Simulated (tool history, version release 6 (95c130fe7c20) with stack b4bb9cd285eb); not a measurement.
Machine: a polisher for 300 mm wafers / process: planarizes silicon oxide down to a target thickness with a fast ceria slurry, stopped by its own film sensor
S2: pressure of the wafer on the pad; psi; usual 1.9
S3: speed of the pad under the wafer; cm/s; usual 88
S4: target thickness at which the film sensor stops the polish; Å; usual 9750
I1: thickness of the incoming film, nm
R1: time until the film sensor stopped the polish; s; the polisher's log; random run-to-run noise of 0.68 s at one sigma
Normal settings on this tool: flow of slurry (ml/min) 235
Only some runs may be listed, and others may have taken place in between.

run 1 hour=0 | flow_of_slurry_(ml/min)=235 S2=1.9 S3=88 S4=9750 | I1=1766.6 | R1=77.8
run 2 hour=12.7 | flow_of_slurry_(ml/min)=235 S2=1.9 S3=88 S4=9750 | I1=1792.5 | R1=81.4
run 3 hour=29 | flow_of_slurry_(ml/min)=235 S2=1.9 S3=88 S4=9750 | I1=1754.7 | R1=76.2
run 4 hour=63.9 | flow_of_slurry_(ml/min)=235 S2=1.9 S3=88 S4=9750 | I1=1791.2 | R1=82.7
run 5 hour=91.1 | flow_of_slurry_(ml/min)=235 S2=1.9 S3=88 S4=9750 | I1=1760.8 | R1=78.5
-- hour=97.3 slurry nozzle cleaned
-- hour=121.8 worn pad replaced by a new one
run 6 hour=126.5 | flow_of_slurry_(ml/min)=235 S2=1.9 S3=88 S4=9750 | I1=1761.2 | R1=78
run 7 hour=157.9 | flow_of_slurry_(ml/min)=235 S2=1.9 S3=88 S4=9750 | I1=1754.4 | R1=76.2
run 8 hour=189 | flow_of_slurry_(ml/min)=255 S2=1.9 S3=88 S4=9750 | I1=1787.3 | R1=80.6
run 9 hour=223.6 | flow_of_slurry_(ml/min)=255 S2=1.9 S3=88 S4=9750 | I1=1742.3 | R1=74.6
run 10 hour=254.1 | flow_of_slurry_(ml/min)=255 S2=1.9 S3=88 S4=9750 | I1=1736.7 | R1=75.9
-- hour=275.6 head pressure recalibrated
run 11 hour=282 | flow_of_slurry_(ml/min)=235 S2=2.4 S3=88 S4=10510 | I1=1772.7 | R1=57.3
run 12 hour=296.2 | flow_of_slurry_(ml/min)=235 S2=2.4 S3=88 S4=10510 | I1=1765.4 | R1=58.1
run 13 hour=317 | flow_of_slurry_(ml/min)=235 S2=1.9 S3=88 S4=9750 | I1=1750.9 | R1=79.1
-- hour=344.4 worn pad replaced by a new one, of another model than before
run 14 hour=344.9 | flow_of_slurry_(ml/min)=235 S2=1.9 S3=88 S4=9750 | I1=1783 | R1=78.6
run 15 hour=368.2 | flow_of_slurry_(ml/min)=235 S2=1.9 S3=88 S4=9750 | I1=1752.1 | R1=76.2
-- hour=396.2 slurry nozzle cleaned
run 16 hour=401.1 | flow_of_slurry_(ml/min)=235 S2=1.9 S3=88 S4=9750 | I1=1783.5 | R1=80.3
run 17 hour=433.5 | flow_of_slurry_(ml/min)=235 S2=1.9 S3=88 S4=9750 | I1=1760 | R1=76.6
run 18 hour=451.7 | flow_of_slurry_(ml/min)=235 S2=1.9 S3=88 S4=9750 | I1=1744.2 | R1=76.1
run 19 hour=472.6 | flow_of_slurry_(ml/min)=185 S2=1.9 S3=88 S4=9750 | I1=1787.1 | R1=82.8
run 20 hour=508.1 | flow_of_slurry_(ml/min)=235 S2=1.9 S3=88 S4=9750 | I1=1758.1 | R1=79
run 21 hour=543.3 | flow_of_slurry_(ml/min)=195 S2=2.3 S3=70 S4=9750 | I1=1778.9 | R1=81.3
-- hour=562.6 worn pad replaced by a new one
run 22 hour=578 | flow_of_slurry_(ml/min)=190 S2=2.4 S3=88 S4=8910 | I1=1799.1 | R1=77
run 23 hour=612.1 | flow_of_slurry_(ml/min)=235 S2=2.2 S3=88 S4=11380 | I1=1774.8 | R1=56.2
run 24 hour=626.5 | flow_of_slurry_(ml/min)=260 S2=1.3 S3=72 S4=7080 | I1=1769.1 | R1=147.1
run 25 hour=647.4 | flow_of_slurry_(ml/min)=235 S2=1.9 S3=106 S4=9750 | I1=1773.6 | R1=71.2
run 26 hour=675.4 | flow_of_slurry_(ml/min)=215 S2=2.6 S3=88 S4=9750 | I1=1743 | R1=61.2
run 27 hour=693.3 | flow_of_slurry_(ml/min)=160 S2=1.9 S3=116 S4=11200 | I1=1793.8 | R1=59.5
-- hour=707.5 slurry nozzle cleaned
run 28 hour=720.3 | flow_of_slurry_(ml/min)=235 S2=1.9 S3=88 S4=9750 | I1=1780.3 | R1=81.6
run 29 hour=735.6 | flow_of_slurry_(ml/min)=235 S2=1.9 S3=88 S4=9750 | I1=1760.8 | R1=79.6
run 30 hour=758.8 | flow_of_slurry_(ml/min)=235 S2=1.4 S3=108 S4=11310 | I1=1797.7 | R1=74.4
run 31 hour=777.1 | flow_of_slurry_(ml/min)=310 S2=1.9 S3=88 S4=9750 | I1=1765 | R1=80.2
-- hour=788.3 worn pad replaced by a new one
run 32 hour=790.3 | flow_of_slurry_(ml/min)=210 S2=1.9 S3=88 S4=10580 | I1=1780.4 | R1=72.7
-- hour=806.1 head pressure recalibrated
run 33 hour=806.6 | flow_of_slurry_(ml/min)=210 S2=2.1 S3=64 S4=10710 | I1=1755.7 | R1=73.9

Forecast run 34:
run 34 hour=834.2 | flow_of_slurry_(ml/min)=180 S2=1.9 S3=72 S4=9750 | I1=1781.7 | R1=?

{"run 34": {"R1": 87.7}}
With the hidden condition absent and the run-to-run variation left alone, this run would have shown R1 87.1 s.
